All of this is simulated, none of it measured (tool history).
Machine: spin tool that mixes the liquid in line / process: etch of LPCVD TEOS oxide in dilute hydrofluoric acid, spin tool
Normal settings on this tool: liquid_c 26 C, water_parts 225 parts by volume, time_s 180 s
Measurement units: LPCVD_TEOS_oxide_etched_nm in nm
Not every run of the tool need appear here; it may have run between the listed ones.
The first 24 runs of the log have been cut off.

| run | hour | liquid_c | water_parts | time_s | wafers since the last listed run | hours since the thermometer was replaced | hours since the hydrofluoric acid flow meter was replaced | hours since the gauge calibration | read-back film thickness of the LPCVD TEOS oxide reference wafer, read on the same gauge (nm) | LPCVD_TEOS_oxide_etched_nm |
|---|---|---|---|---|---|---|---|---|---|---|
| 25 | 605.3 | 24 | 305 | 130 | 296 | 166.8 | 44.3 | 295.7 | 30.01 | 6.65 |
| 26 | 638.9 | 26 | 275 | 290 | 320 | 200.4 | 77.9 | 329.3 | 30.01 | 18.14 |
| 27 | 674.9 | 23.5 | 265 | 100 | 343 | 236.4 | 113.9 | 365.3 | 30 | 5.98 |
| 28 | 696.9 | 26 | 225 | 180 | 209 | 258.4 | 135.9 | 387.3 | 30 | 14.54 |
| 29 | 720.4 | 26 | 225 | 180 | 224 | 281.9 | 159.4 | 410.8 | 30.01 | 14.59 |
| 30 | 739 | 24.5 | 225 | 180 | 177 | 300.5 | 178 | 429.4 | 30 | 13.8 |
| 31 | 773.1 | 26 | 295 | 140 | 325 | 334.6 | 212.1 | 463.5 | 30.01 | 7.98 |
| 32 | 795.2 | 26 | 310 | 235 | 210 | 356.7 | 234.2 | 485.6 | 30.02 | 12.59 |
| 33 | 828.5 | 26 | 225 | 120 | 317 | 390 | 267.5 | 518.9 | 30.02 | 9.71 |
| 34 | 858.8 | 26 | 120 | 95 | 289 | 420.3 | 297.8 | 549.2 | 29.99 | 16.38 |

Predict each of these 3 candidate next runs independently; none follows another, all start after run 34:
| A | 859.3 | 26 | 140 | 180 | 4 | 420.8 | 298.3 | 549.7 | ? | ? |
| B | 859.3 | 30 | 135 | 120 | 4 | 420.8 | 298.3 | 549.7 | ? | ? |
| C | 859.3 | 29 | 165 | 225 | 4 | 420.8 | 298.3 | 549.7 | ? | ? |

| run | read-back film thickness of the LPCVD TEOS oxide reference wafer, read on the same gauge (nm) | LPCVD_TEOS_oxide_etched_nm |
|---|---|---|
| A | 29.98 | 26.01 |
| B | 29.98 | 20.96 |
| C | 29.98 | 29.82 |
Had the tool no hidden state, the same runs would have come out as:
| run | LPCVD_TEOS_oxide_etched_nm |
|---|---|
| A | 25.16 |
| B | 20.3 |
| C | 28.9 |

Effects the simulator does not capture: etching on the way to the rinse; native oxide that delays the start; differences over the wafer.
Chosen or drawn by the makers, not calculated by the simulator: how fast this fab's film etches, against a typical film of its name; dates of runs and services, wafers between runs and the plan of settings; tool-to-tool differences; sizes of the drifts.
